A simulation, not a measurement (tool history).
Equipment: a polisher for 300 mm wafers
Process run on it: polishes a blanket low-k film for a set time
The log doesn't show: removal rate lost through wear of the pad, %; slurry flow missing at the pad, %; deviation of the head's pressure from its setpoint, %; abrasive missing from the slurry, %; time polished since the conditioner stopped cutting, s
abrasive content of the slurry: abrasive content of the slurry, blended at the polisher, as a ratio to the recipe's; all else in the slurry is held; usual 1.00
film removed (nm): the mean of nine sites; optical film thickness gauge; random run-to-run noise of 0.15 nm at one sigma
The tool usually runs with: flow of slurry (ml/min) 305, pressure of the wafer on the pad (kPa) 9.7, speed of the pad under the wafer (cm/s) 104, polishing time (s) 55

| run | hour | flow of slurry (ml/min) | pressure of the wafer on the pad (kPa) | speed of the pad under the wafer (cm/s) | abrasive content of the slurry | polishing time (s) | wafers since the last listed run | wafers polished on this pad | hours since the slurry nozzle was cleaned | hours since the head pressure was calibrated | hours since the slurry blender was calibrated | hours since the conditioning disc was replaced | incoming thickness of the incoming film, nm | film removed (nm) |
|---|---|---|---|---|---|---|---|---|---|---|---|---|---|---|
| 1 | 0.0 | 305 | 7.6 | 104 | 1.00 | 55 | 0 | 883 | 407.9 | 708.6 | 103.5 | 473.2 | 640.6 | 14.3 |
|  | 10.9 | worn pad replaced by a new one |
| 2 | 29.8 | 305 | 9.7 | 104 | 1.00 | 55 | 251 | 183 | 437.7 | 738.4 | 133.3 | 503.0 | 648.4 | 17.2 |
|  | 32.6 | slurry blender recalibrated |
| 3 | 64.1 | 305 | 9.7 | 104 | 1.00 | 55 | 314 | 498 | 472.0 | 772.7 | 31.5 | 537.3 | 659.7 | 17.3 |
| 4 | 77.2 | 345 | 9.7 | 104 | 1.00 | 55 | 127 | 625 | 485.1 | 785.8 | 44.6 | 550.4 | 640.1 | 17.3 |
| 5 | 95.1 | 305 | 9.7 | 104 | 1.00 | 55 | 174 | 799 | 503.0 | 803.7 | 62.5 | 568.3 | 642.9 | 17.1 |
|  | 101.9 | worn pad replaced by a new one |
| 6 | 108.1 | 305 | 9.7 | 104 | 1.00 | 55 | 87 | 60 | 516.0 | 816.7 | 75.5 | 581.3 | 649.1 | 17.0 |
| 7 | 120.7 | 305 | 9.7 | 104 | 1.00 | 55 | 122 | 183 | 528.6 | 829.3 | 88.1 | 593.9 | 645.6 | 16.9 |
| 8 | 134.9 | 305 | 9.7 | 104 | 1.00 | 55 | 138 | 321 | 542.8 | 843.5 | 102.3 | 608.1 | 653.6 | 17.0 |
| 9 | 160.6 | 305 | 9.7 | 104 | 1.00 | 55 | 250 | 571 | 568.5 | 869.2 | 128.0 | 633.8 | 638.7 | 16.9 |
|  | 164.1 | slurry blender recalibrated |
|  | 164.6 | conditioning disc replaced and pad reconditioned |
| 10 | 174.1 | 305 | 9.7 | 104 | 1.00 | 55 | 106 | 678 | 582.0 | 882.7 | 10.0 | 9.5 | 645.9 | 16.9 |
|  | 189.2 | worn pad replaced by a new one |
| 11 | 191.1 | 305 | 9.7 | 104 | 1.00 | 55 | 126 | 18 | 599.0 | 899.7 | 27.0 | 26.5 | 652.7 | 17.0 |
|  | 216.4 | head pressure recalibrated |
| 12 | 218.5 | 305 | 9.7 | 104 | 1.00 | 55 | 247 | 265 | 626.4 | 2.1 | 54.4 | 53.9 | 662.4 | 19.1 |
|  | 280.1 | worn pad replaced by a new one |
| 13 | 280.6 | 365 | 9.7 | 86 | 1.15 | 71 | 565 | 4 | 688.5 | 64.2 | 116.5 | 116.0 | 642.3 | 21.8 |
|  | 302.1 | slurry nozzle cleaned |
| 14 | 310.7 | 305 | 9.7 | 104 | 1.00 | 55 | 283 | 287 | 8.6 | 94.3 | 146.6 | 146.1 | 660.5 | 18.5 |
|  | 320.3 | slurry blender recalibrated |
| 15 | 333.7 | 365 | 9.7 | 86 | 1.15 | 71 | 204 | 492 | 31.6 | 117.3 | 13.4 | 169.1 | 635.2 | 21.7 |
| 16 | 351.7 | 360 | 6.9 | 104 | 1.15 | 55 | 175 | 667 | 49.6 | 135.3 | 31.4 | 187.1 | 647.2 | 15.3 |
|  | 373.7 | worn pad replaced by a new one |
| 17 | 374.2 | 305 | 9.7 | 104 | 1.00 | 47 | 180 | 5 | 72.1 | 157.8 | 53.9 | 209.6 | 649.0 | 15.7 |
| 18 | 385.6 | 225 | 6.9 | 126 | 1.00 | 61 | 110 | 116 | 83.5 | 169.2 | 65.3 | 221.0 | 644.9 | 18.1 |
| 19 | 402.8 | 305 | 9.7 | 136 | 0.85 | 55 | 167 | 283 | 100.7 | 186.4 | 82.5 | 238.2 | 647.2 | 21.2 |
| 20 | 417.1 | 215 | 6.2 | 116 | 0.90 | 55 | 139 | 422 | 115.0 | 200.7 | 96.8 | 252.5 | 642.9 | 13.5 |
| 21 | 444.3 | 205 | 9.7 | 104 | 0.80 | 41 | 264 | 687 | 142.2 | 227.9 | 124.0 | 279.7 | 639.4 | 12.0 |

Describe how what the log doesn't record of the tool's condition differs between the last listed run preceding each entry between runs and the first listed run following it.
From run 1 to run 2: worn pad replaced by a new one (hour 10.9)
  deviation of the head's pressure from its setpoint, %: -11.4 -> -11.5
  measured value less the no-hidden-state value, film removed (nm): -1.3 -> -1.6
From run 2 to run 3: slurry blender recalibrated (hour 32.6)
  deviation of the head's pressure from its setpoint, %: -11.5 -> -11.6
  measured value less the no-hidden-state value, film removed (nm): -1.6 -> -1.6
From run 5 to run 6: worn pad replaced by a new one (hour 101.9)
  both runs share identical hidden conditions
  measured value less the no-hidden-state value, film removed (nm): -1.6 -> -1.6
From run 9 to run 10: slurry blender recalibrated (hour 164.1); conditioning disc replaced and pad reconditioned (hour 164.6)
  both runs share identical hidden conditions
  measured value less the no-hidden-state value, film removed (nm): -1.7 -> -1.6
From run 10 to run 11: worn pad replaced by a new one (hour 189.2)
  both runs share identical hidden conditions
  measured value less the no-hidden-state value, film removed (nm): -1.6 -> -1.6
From run 11 to run 12: head pressure recalibrated (hour 216.4)
  deviation of the head's pressure from its setpoint, %: -12 -> 1.31
  measured value less the no-hidden-state value, film removed (nm): -1.6 -> +0.2
From run 12 to run 13: worn pad replaced by a new one (hour 280.1)
  deviation of the head's pressure from its setpoint, %: 1.31 -> -0.833
  measured value less the no-hidden-state value, film removed (nm): +0.2 -> -0.1
From run 13 to run 14: slurry nozzle cleaned (hour 302.1)
  deviation of the head's pressure from its setpoint, %: -0.833 -> -1.73
  measured value less the no-hidden-state value, film removed (nm): -0.1 -> -0.2
From run 14 to run 15: slurry blender recalibrated (hour 320.3)
  deviation of the head's pressure from its setpoint, %: -1.73 -> -2.37
  measured value less the no-hidden-state value, film removed (nm): -0.2 -> -0.3
From run 16 to run 17: worn pad replaced by a new one (hour 373.7)
  deviation of the head's pressure from its setpoint, %: -2.84 -> -3.39
  measured value less the no-hidden-state value, film removed (nm): -0.3 -> -0.4

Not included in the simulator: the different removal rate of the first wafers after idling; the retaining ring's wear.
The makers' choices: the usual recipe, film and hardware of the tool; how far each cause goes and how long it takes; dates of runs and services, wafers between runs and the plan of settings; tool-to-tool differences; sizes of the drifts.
